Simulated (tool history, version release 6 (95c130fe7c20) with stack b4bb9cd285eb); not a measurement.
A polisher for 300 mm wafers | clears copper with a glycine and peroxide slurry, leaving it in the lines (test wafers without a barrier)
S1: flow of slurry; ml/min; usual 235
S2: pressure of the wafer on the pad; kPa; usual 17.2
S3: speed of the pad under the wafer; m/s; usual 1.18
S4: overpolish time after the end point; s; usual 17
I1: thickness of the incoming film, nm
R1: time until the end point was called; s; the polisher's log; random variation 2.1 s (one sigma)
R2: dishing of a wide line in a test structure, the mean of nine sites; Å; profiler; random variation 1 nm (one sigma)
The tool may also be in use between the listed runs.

Run 1, hour 0: usual settings but S3 0.96 m/s; I1 664.7. Result: R1 167.5 s, R2 468 Å.
Run 2, hour 58.1: usual settings but S3 0.96 m/s; I1 669.1. Result: R1 162.3 s, R2 477 Å.
Run 3, hour 117: usual settings; I1 658. Result: R1 141.6 s, R2 525 Å.
Run 4, hour 147.8: usual settings; I1 666.2. Result: R1 146.9 s, R2 525 Å.
Run 5, hour 200.3: usual settings; I1 654.8. Result: R1 140.5 s, R2 502 Å.
Run 6, hour 237: usual settings; I1 661.6. Result: R1 147.6 s, R2 528 Å.
At hour 254.4: head pressure recalibrated.
At hour 270: worn pad replaced by a new one.
At hour 291.4: slurry nozzle cleaned, repeated, since the last time left the tool worse.
Run 7, hour 294.8: usual settings; I1 673.5. Result: R1 135.8 s, R2 554 Å.
Run 8, hour 322.6: usual settings but S1 190 ml/min, S4 15 s; I1 659.1. Result: R1 137.7 s, R2 489 Å.
Run 9, hour 388.7: usual settings but S1 190 ml/min, S4 15 s; I1 669.8. Result: R1 141 s, R2 481 Å.
Run 10, hour 439.5: usual settings but S1 190 ml/min, S4 15 s; I1 667.6. Result: R1 138.7 s, R2 484 Å.
Run 11, hour 502.8: usual settings but S1 295 ml/min, S3 1.5 m/s; I1 666.7. Result: R1 109.4 s, R2 630 Å.
Run 12, hour 639.2: usual settings; I1 665.7. Result: R1 140 s, R2 543 Å.
Run 13, hour 696.9: usual settings but S3 1.52 m/s; I1 662.5. Result: R1 113.3 s, R2 604 Å.
At hour 730.2: worn pad replaced by a new one.
Run 14, hour 754.3: usual settings but S1 160 ml/min, S3 1.56 m/s; I1 659. Result: R1 116.7 s, R2 612 Å.
Run 15, hour 789.7: usual settings; I1 663.5. Result: R1 137.7 s, R2 556 Å.
Run 16, hour 823.5: usual settings but S1 185 ml/min, S2 20.7 kPa, S3 1.44 m/s, S4 23 s; I1 654.6. Result: R1 108.6 s, R2 812 Å.
At hour 857.9: head pressure recalibrated.
Run 17, hour 885.9: usual settings but S1 215 ml/min, S3 1.32 m/s; I1 663.5. Result: R1 129 s, R2 565 Å.
Run 18, hour 945.6: usual settings but S2 15.2 kPa, S3 1.3 m/s; I1 660.9. Result: R1 132.8 s, R2 534 Å.
Run 19, hour 987.1: usual settings but S2 19.3 kPa, S4 23 s; I1 662.6. Result: R1 128.9 s, R2 687 Å.
Run 20, hour 1011.8: usual settings but S2 23.4 kPa, S3 1.56 m/s, S4 8 s; I1 670.7. Result: R1 96.6 s, R2 398 Å.
Run 21, hour 1059.5: usual settings; I1 680.2. Result: R1 144.4 s, R2 534 Å.
At hour 1060.5: slurry nozzle cleaned.
Run 22, hour 1094: usual settings but S2 13.1 kPa, S3 0.84 m/s, S4 9 s; I1 663. Result: R1 191.9 s, R2 240 Å.
Run 23, hour 1125.9: usual settings but S1 210 ml/min, S2 22.8 kPa, S3 0.94 m/s, S4 20 s; I1 657.7. Result: R1 138.4 s, R2 625 Å.
Run 24, hour 1150.6: usual settings; I1 661.3. Result: R1 137.1 s, R2 549 Å.
Run 25, hour 1222.2: usual settings but S3 1.5 m/s, S4 12 s; I1 655.8. Result: R1 113.8 s, R2 470 Å.
At hour 1264.2: worn pad replaced by a new one.
Run 26, hour 1273.3: usual settings but S1 270 ml/min, S2 21.4 kPa, S3 0.88 m/s, S4 10 s; I1 662.4. Result: R1 146.3 s, R2 331 Å.
Run 27, hour 1333.9: usual settings but S2 22.8 kPa, S3 1.44 m/s, S4 8 s; I1 677.2. Result: R1 104.1 s, R2 374 Å.
Run 28, hour 1359.1: usual settings; I1 660.2. Result: R1 133.8 s, R2 531 Å.
Run 29, hour 1412: usual settings but S1 300 ml/min, S4 10 s; I1 672.1. Result: R1 139.3 s, R2 363 Å.
At hour 1424.9: head pressure recalibrated.
Run 30, hour 1452.3: usual settings but S2 23.4 kPa, S3 1.56 m/s, S4 8 s; I1 661.8. Result: R1 94.8 s, R2 417 Å.
Run 31, hour 1518.6: usual settings but S1 210 ml/min, S2 13.1 kPa; I1 668.4. Result: R1 158.3 s, R2 493 Å.
Run 32, hour 1580.9: usual settings; I1 664.5. Result: R1 141.8 s, R2 558 Å.
Run 33, hour 1614.2: usual settings but S1 260 ml/min; I1 653.8. Result: R1 138.9 s, R2 529 Å.
Run 34, hour 1673.8: usual settings but S1 195 ml/min, S4 23 s; I1 653.7. Result: R1 141.5 s, R2 657 Å.

The same runs without the tool's hidden state, with the same run-to-run variation:
The hidden state here: removal rate lost through wear of the pad, %; slurry flow missing at the pad, %; deviation of the head's pressure from its setpoint, %.
run     R1   R2
  1    159  487
  2  152.9  500
  3  132.6  551
  4  137.3  553
  5  130.8  530
  6  137.1  559
  7  135.7  555
  8  137.2  491
  9  139.8  485
 10    137  489
 11  108.2  635
 12  137.6  550
 13  111.2  611
 14  113.7  623
 15    135  564
 16    106  824
 17  126.1  574
 18    130  543
 19  126.1  697
 20   94.5  405
 21  141.2  543
 22  191.2  240
 23  137.5  628
 24  136.1  552
 25  112.6  474
 26  144.6  334
 27  102.5  379
 28  131.7  537
 29  137.3  367
 30   93.1  423
 31    155  501
 32    139  567
 33  136.3  536
 34  138.2  668

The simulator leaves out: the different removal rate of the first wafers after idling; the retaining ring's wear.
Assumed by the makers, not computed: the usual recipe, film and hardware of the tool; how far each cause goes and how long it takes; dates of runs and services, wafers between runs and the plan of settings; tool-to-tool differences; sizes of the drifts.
